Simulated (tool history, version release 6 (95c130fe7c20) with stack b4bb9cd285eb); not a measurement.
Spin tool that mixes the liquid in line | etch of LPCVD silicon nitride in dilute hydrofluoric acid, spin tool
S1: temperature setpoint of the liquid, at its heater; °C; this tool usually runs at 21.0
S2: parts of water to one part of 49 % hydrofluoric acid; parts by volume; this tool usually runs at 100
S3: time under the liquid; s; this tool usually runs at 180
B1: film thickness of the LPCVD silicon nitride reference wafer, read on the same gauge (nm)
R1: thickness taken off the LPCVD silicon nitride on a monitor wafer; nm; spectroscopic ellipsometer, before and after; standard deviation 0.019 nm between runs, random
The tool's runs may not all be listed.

run 1 hour=0.0 | S1=21.0 S2=100 S3=180 | B1=69.997 | R1=0.626
run 2 hour=35.5 | S1=21.0 S2=100 S3=180 | B1=70.031 | R1=0.643
run 3 hour=85.9 | S1=22.5 S2=100 S3=180 | B1=69.947 | R1=0.696
run 4 hour=132.8 | S1=22.5 S2=100 S3=180 | B1=70.008 | R1=0.703
run 5 hour=177.2 | S1=22.5 S2=100 S3=180 | B1=70.051 | R1=0.701
run 6 hour=212.0 | S1=21.0 S2=100 S3=180 | B1=69.955 | R1=0.622
run 7 hour=258.3 | S1=21.0 S2=100 S3=215 | B1=70.045 | R1=0.740
run 8 hour=320.3 | S1=21.0 S2=100 S3=215 | B1=69.968 | R1=0.723
run 9 hour=356.1 | S1=21.0 S2=100 S3=215 | B1=70.010 | R1=0.732
run 10 hour=382.4 | S1=21.0 S2=70 S3=180 | B1=70.042 | R1=0.835
run 11 hour=433.0 | S1=21.0 S2=100 S3=180 | B1=69.983 | R1=0.615
-- hour=453.8 thermometer replaced
run 12 hour=475.9 | S1=18.0 S2=100 S3=180 | B1=69.959 | R1=0.604
run 13 hour=530.3 | S1=21.0 S2=120 S3=215 | B1=69.934 | R1=0.735
run 14 hour=556.4 | S1=24.5 S2=80 S3=245 | B1=69.960 | R1=1.578
run 15 hour=593.0 | S1=19.5 S2=135 S3=255 | B1=69.959 | R1=0.700
run 16 hour=661.9 | S1=23.0 S2=120 S3=285 | B1=69.999 | R1=1.126
-- hour=672.6 hydrofluoric acid flow meter replaced
run 17 hour=703.1 | S1=18.5 S2=85 S3=180 | B1=70.051 | R1=0.722
run 18 hour=759.5 | S1=22.5 S2=100 S3=180 | B1=70.001 | R1=0.803
-- hour=854.6 gauge calibrated
run 19 hour=926.9 | S1=21.0 S2=100 S3=180 | B1=69.993 | R1=0.716
run 20 hour=993.4 | S1=21.0 S2=100 S3=180 | B1=69.997 | R1=0.713
run 21 hour=1051.8 | S1=17.0 S2=100 S3=125 | B1=69.989 | R1=0.364
run 22 hour=1110.4 | S1=25.0 S2=50 S3=260 | B1=70.039 | R1=2.647
run 23 hour=1177.7 | S1=18.0 S2=115 S3=220 | B1=70.046 | R1=0.590

Give the tool's hidden conditions for every run:
hydrofluoric acid flow below the setpoint (%): 0 at every run
gauge reads high (%): 0 at every run
H1: liquid colder than its thermometer reads (K)
run=1 H1=2.37
run=2 H1=2.41
run=3 H1=2.47
run=4 H1=2.53
run=5 H1=2.58
run=6 H1=2.62
run=7 H1=2.67
run=8 H1=2.75
run=9 H1=2.79
run=10 H1=2.82
run=11 H1=2.88
run=12 H1=0.215
run=13 H1=0.28
run=14 H1=0.31
run=15 H1=0.354
run=16 H1=0.435
run=17 H1=0.484
run=18 H1=0.55
run=19 H1=0.748
run=20 H1=0.826
run=21 H1=0.895
run=22 H1=0.964
run=23 H1=1.04
